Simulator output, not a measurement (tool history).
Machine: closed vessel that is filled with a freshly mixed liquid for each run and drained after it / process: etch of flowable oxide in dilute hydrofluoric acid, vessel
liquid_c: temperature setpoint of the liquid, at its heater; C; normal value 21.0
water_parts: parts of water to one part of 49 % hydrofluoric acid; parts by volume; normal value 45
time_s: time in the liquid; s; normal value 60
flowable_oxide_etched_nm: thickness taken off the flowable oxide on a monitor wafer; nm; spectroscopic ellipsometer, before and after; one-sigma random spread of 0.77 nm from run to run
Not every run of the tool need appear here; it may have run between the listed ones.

| run | hour | liquid_c | water_parts | time_s | read-back film thickness of the flowable oxide reference wafer, read on the same gauge (nm) | flowable_oxide_etched_nm |
|---|---|---|---|---|---|---|
| 1 | 0.0 | 18.0 | 45 | 50 | 29.98 | 62.35 |
| 2 | 18.0 | 21.0 | 45 | 60 | 30.01 | 85.14 |
| 3 | 38.9 | 21.0 | 45 | 60 | 30.03 | 84.00 |
| 4 | 53.2 | 21.0 | 45 | 60 | 29.94 | 85.54 |
| 5 | 65.6 | 21.0 | 45 | 60 | 29.99 | 85.60 |
| 6 | 89.9 | 21.0 | 45 | 60 | 29.96 | 84.47 |
| 7 | 111.7 | 21.0 | 40 | 85 | 29.97 | 138.67 |
| 8 | 141.8 | 21.0 | 40 | 85 | 30.01 | 139.75 |
| 9 | 166.6 | 21.0 | 40 | 85 | 30.00 | 139.41 |
| 10 | 184.4 | 21.0 | 45 | 60 | 29.99 | 86.51 |
| 11 | 216.6 | 21.0 | 45 | 60 | 30.02 | 87.46 |
|  | 229.2 | hydrofluoric acid flow meter replaced |
| 12 | 231.0 | 21.0 | 45 | 60 | 30.01 | 78.77 |
| 13 | 243.5 | 21.0 | 45 | 60 | 30.01 | 76.75 |
|  | 248.5 | gauge calibrated |
| 14 | 278.2 | 21.0 | 45 | 30 | 29.96 | 39.78 |
| 15 | 299.9 | 21.0 | 30 | 60 | 30.04 | 120.31 |
| 16 | 324.6 | 21.0 | 45 | 60 | 29.96 | 79.97 |
| 17 | 340.9 | 18.0 | 45 | 50 | 30.03 | 59.53 |
| 18 | 369.5 | 19.5 | 30 | 35 | 30.01 | 67.00 |
| 19 | 458.1 | 22.5 | 30 | 60 | 30.00 | 132.16 |
| 20 | 491.3 | 21.0 | 45 | 60 | 30.01 | 80.41 |
|  | 520.5 | thermometer replaced |
| 21 | 593.1 | 21.0 | 45 | 60 | 30.01 | 82.03 |
| 22 | 628.2 | 23.0 | 35 | 45 | 30.02 | 87.14 |
| 23 | 641.0 | 17.5 | 35 | 60 | 30.05 | 94.01 |
|  | 657.4 | gauge calibrated |
| 24 | 676.1 | 21.0 | 45 | 60 | 29.99 | 83.23 |
| 25 | 688.4 | 26.0 | 65 | 30 | 29.99 | 34.93 |
| 26 | 716.2 | 22.5 | 55 | 50 | 30.02 | 60.99 |

Forecast each of these 4 alternatives for the next run:
| A | 716.9 | 21.0 | 60 | 60 | ? | ? |
| B | 716.9 | 22.5 | 25 | 30 | ? | ? |
| C | 716.9 | 25.0 | 45 | 60 | ? | ? |
| D | 716.9 | 21.0 | 55 | 60 | ? | ? |

| run | read-back film thickness of the flowable oxide reference wafer, read on the same gauge (nm) | flowable_oxide_etched_nm |
|---|---|---|
| A | 30.00 | 62.28 |
| B | 30.00 | 82.95 |
| C | 30.00 | 99.83 |
| D | 30.00 | 68.32 |
Stripped of hidden state, with their random variation kept, the same runs would have yielded:
| run | flowable_oxide_etched_nm |
|---|---|
| A | 57.26 |
| B | 76.49 |
| C | 91.86 |
| D | 62.84 |
